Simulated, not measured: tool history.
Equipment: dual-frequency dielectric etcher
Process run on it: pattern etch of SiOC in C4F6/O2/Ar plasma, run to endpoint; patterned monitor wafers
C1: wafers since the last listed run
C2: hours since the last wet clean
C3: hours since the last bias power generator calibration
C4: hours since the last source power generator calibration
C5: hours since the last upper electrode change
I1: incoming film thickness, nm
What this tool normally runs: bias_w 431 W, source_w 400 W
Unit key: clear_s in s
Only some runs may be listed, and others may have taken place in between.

run 1 hour=0 | bias_w=431 source_w=370 | C1=0 C2=343.8 C3=1735.9 C4=1464.6 C5=5007.1 | I1=24.95 | clear_s=8.6
run 2 hour=62.9 | bias_w=431 source_w=370 | C1=941 C2=406.7 C3=1798.8 C4=1527.5 C5=5070 | I1=25 | clear_s=8.7
-- hour=113.3 wet clean of the chamber
run 3 hour=135.4 | bias_w=431 source_w=370 | C1=725 C2=22.1 C3=1871.3 C4=1600 C5=5142.5 | I1=24.97 | clear_s=8.5
run 4 hour=205.4 | bias_w=431 source_w=400 | C1=1047 C2=92.1 C3=1941.3 C4=1670 C5=5212.5 | I1=24.95 | clear_s=8.3
run 5 hour=307.6 | bias_w=431 source_w=470 | C1=1529 C2=194.3 C3=2043.5 C4=1772.2 C5=5314.7 | I1=25.22 | clear_s=8
run 6 hour=360.5 | bias_w=511 source_w=400 | C1=791 C2=247.2 C3=2096.4 C4=1825.1 C5=5367.6 | I1=25.26 | clear_s=8
run 7 hour=448.6 | bias_w=511 source_w=400 | C1=1318 C2=335.3 C3=2184.5 C4=1913.2 C5=5455.7 | I1=24.87 | clear_s=7.9
-- hour=496 wet clean of the chamber
run 8 hour=542 | bias_w=431 source_w=430 | C1=1038 C2=46 C3=2277.9 C4=2006.6 C5=5549.1 | I1=25.16 | clear_s=8.1
-- hour=574.2 bias power generator calibrated
-- hour=587.6 upper electrode replaced
-- hour=594 source power generator calibrated
run 9 hour=594.5 | bias_w=431 source_w=400 | C1=466 C2=98.5 C3=20.3 C4=0.5 C5=6.9 | I1=25.05 | clear_s=8.3
run 10 hour=648.3 | bias_w=431 source_w=400 | C1=804 C2=152.3 C3=74.1 C4=54.3 C5=60.7 | I1=24.97 | clear_s=8.3
run 11 hour=727.5 | bias_w=390 source_w=480 | C1=1184 C2=231.5 C3=153.3 C4=133.5 C5=139.9 | I1=25.01 | clear_s=8.1
run 12 hour=814.7 | bias_w=500 source_w=430 | C1=1304 C2=318.7 C3=240.5 C4=220.7 C5=227.1 | I1=25.09 | clear_s=7.8
run 13 hour=878.7 | bias_w=351 source_w=370 | C1=957 C2=382.7 C3=304.5 C4=284.7 C5=291.1 | I1=25.05 | clear_s=9.3
-- hour=920.1 wet clean of the chamber
run 14 hour=932.2 | bias_w=431 source_w=400 | C1=441 C2=12.1 C3=358 C4=338.2 C5=344.6 | I1=24.99 | clear_s=8.3

Run 15, settings as shown, results not yet in. Your forecast:
run 15 hour=980.9 | bias_w=341 source_w=460 | C1=728 C2=60.8 C3=406.7 C4=386.9 C5=393.3 | I1=25 | clear_s=?

clear_s: 8.6 s
With no hidden state in the tool, this same run would have given clear_s 8.6 s.
